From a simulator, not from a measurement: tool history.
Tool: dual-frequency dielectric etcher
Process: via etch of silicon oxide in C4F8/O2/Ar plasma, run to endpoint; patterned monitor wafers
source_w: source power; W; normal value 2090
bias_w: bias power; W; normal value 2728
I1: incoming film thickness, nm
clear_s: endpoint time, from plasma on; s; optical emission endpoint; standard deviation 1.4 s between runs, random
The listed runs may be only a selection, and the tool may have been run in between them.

Run 1, hour 0.0: usual settings but source_w 2420 W; I1 2070.8. Result: clear_s 342.3 s.
Run 2, hour 19.9: usual settings; I1 2048.7. Result: clear_s 361.4 s.
Run 3, hour 48.4: usual settings; I1 2069.4. Result: clear_s 364.0 s.
Run 4, hour 77.8: usual settings but source_w 1740 W, bias_w 2275 W; I1 2043.8. Result: clear_s 404.2 s.
Run 5, hour 110.0: usual settings but source_w 1740 W, bias_w 2275 W; I1 2027.2. Result: clear_s 402.6 s.
Run 6, hour 136.7: usual settings but source_w 1840 W, bias_w 2511 W; I1 2061.7. Result: clear_s 389.6 s.
Run 7, hour 160.4: usual settings but source_w 1840 W, bias_w 2511 W; I1 2076.4. Result: clear_s 391.2 s.
Run 8, hour 185.0: usual settings but source_w 1840 W, bias_w 2511 W; I1 2053.5. Result: clear_s 388.0 s.
Run 9, hour 203.7: usual settings but bias_w 2562 W; I1 2060.1. Result: clear_s 364.9 s.
Run 10, hour 230.9: usual settings but bias_w 2562 W; I1 2069.6. Result: clear_s 366.8 s.
Run 11, hour 246.3: usual settings; I1 2063.9. Result: clear_s 360.1 s.
Run 12, hour 280.2: usual settings; I1 2056.3. Result: clear_s 355.8 s.
Run 13, hour 294.3: usual settings; I1 2047.8. Result: clear_s 355.0 s.
At hour 328.1: wet clean of the chamber.
Run 14, hour 329.1: usual settings; I1 2043.2. Result: clear_s 362.7 s.
Run 15, hour 403.4: usual settings; I1 2057.8. Result: clear_s 361.8 s.
At hour 454.7: upper electrode replaced.
Run 16, hour 455.2: usual settings; I1 2061.6. Result: clear_s 364.9 s.
Run 17, hour 465.1: usual settings but source_w 1600 W, bias_w 2089 W; I1 2053.1. Result: clear_s 429.8 s.
Run 18, hour 487.8: usual settings; I1 2034.0. Result: clear_s 358.5 s.
Run 19, hour 516.4: usual settings but source_w 1860 W, bias_w 2163 W; I1 2056.1. Result: clear_s 399.1 s.
Run 20, hour 544.2: usual settings; I1 2050.0. Result: clear_s 362.2 s.
Run 21, hour 576.4: usual settings; I1 2054.8. Result: clear_s 359.7 s.
Run 22, hour 590.6: usual settings; I1 2053.2. Result: clear_s 358.2 s.
Run 23, hour 625.1: usual settings but source_w 2530 W, bias_w 2421 W; I1 2053.3. Result: clear_s 337.5 s.
Run 24, hour 645.2: usual settings but source_w 2240 W, bias_w 3275 W; I1 2038.7. Result: clear_s 332.9 s.
Run 25, hour 665.9: usual settings but source_w 1940 W; I1 2056.4. Result: clear_s 373.0 s.
At hour 674.3: source power generator calibrated.
Run 26, hour 679.2: usual settings but source_w 2460 W, bias_w 2051 W; I1 2052.3. Result: clear_s 349.9 s.
At hour 715.7: wet clean of the chamber.
Run 27, hour 716.2: usual settings but source_w 1870 W, bias_w 3177 W; I1 2058.1. Result: clear_s 370.3 s.
At hour 735.1: bias power generator calibrated.
Run 28, hour 738.9: usual settings but source_w 2550 W, bias_w 3111 W; I1 2036.6. Result: clear_s 320.2 s.
Run 29, hour 755.0: usual settings but source_w 2470 W, bias_w 3082 W; I1 2069.9. Result: clear_s 333.6 s.
Run 30, hour 775.1: usual settings but source_w 1870 W, bias_w 3404 W; I1 2043.2. Result: clear_s 363.9 s.
Run 31, hour 795.4: usual settings but source_w 2400 W, bias_w 3367 W; I1 2079.7. Result: clear_s 331.5 s.
Run 32, hour 885.2: usual settings but source_w 1580 W, bias_w 2962 W; I1 2039.1. Result: clear_s 403.1 s.
Run 33, hour 906.3: usual settings; I1 2056.7. Result: clear_s 359.1 s.
Run 34, hour 928.5: usual settings but source_w 2570 W, bias_w 3251 W; I1 2039.4. Result: clear_s 314.3 s.

Forecast each of these 5 alternatives for the next run:
Run A, hour 929.0: usual settings; I1 2043.9. Result: clear_s ?.
Run B, hour 929.0: usual settings but bias_w 3092 W; I1 2043.9. Result: clear_s ?.
Run C, hour 929.0: usual settings but bias_w 2277 W; I1 2043.9. Result: clear_s ?.
Run D, hour 929.0: usual settings but source_w 1680 W, bias_w 3190 W; I1 2043.9. Result: clear_s ?.
Run E, hour 929.0: usual settings but source_w 2270 W, bias_w 3311 W; I1 2043.9. Result: clear_s ?.

run  clear_s
  A    360.4
  B    351.2
  C    373.2
  D    385.9
  E    333.3
Without the tool's hidden state the same runs would have given:
run  clear_s
  A    364.8
  B    355.4
  C    377.7
  D    390.6
  E    337.3
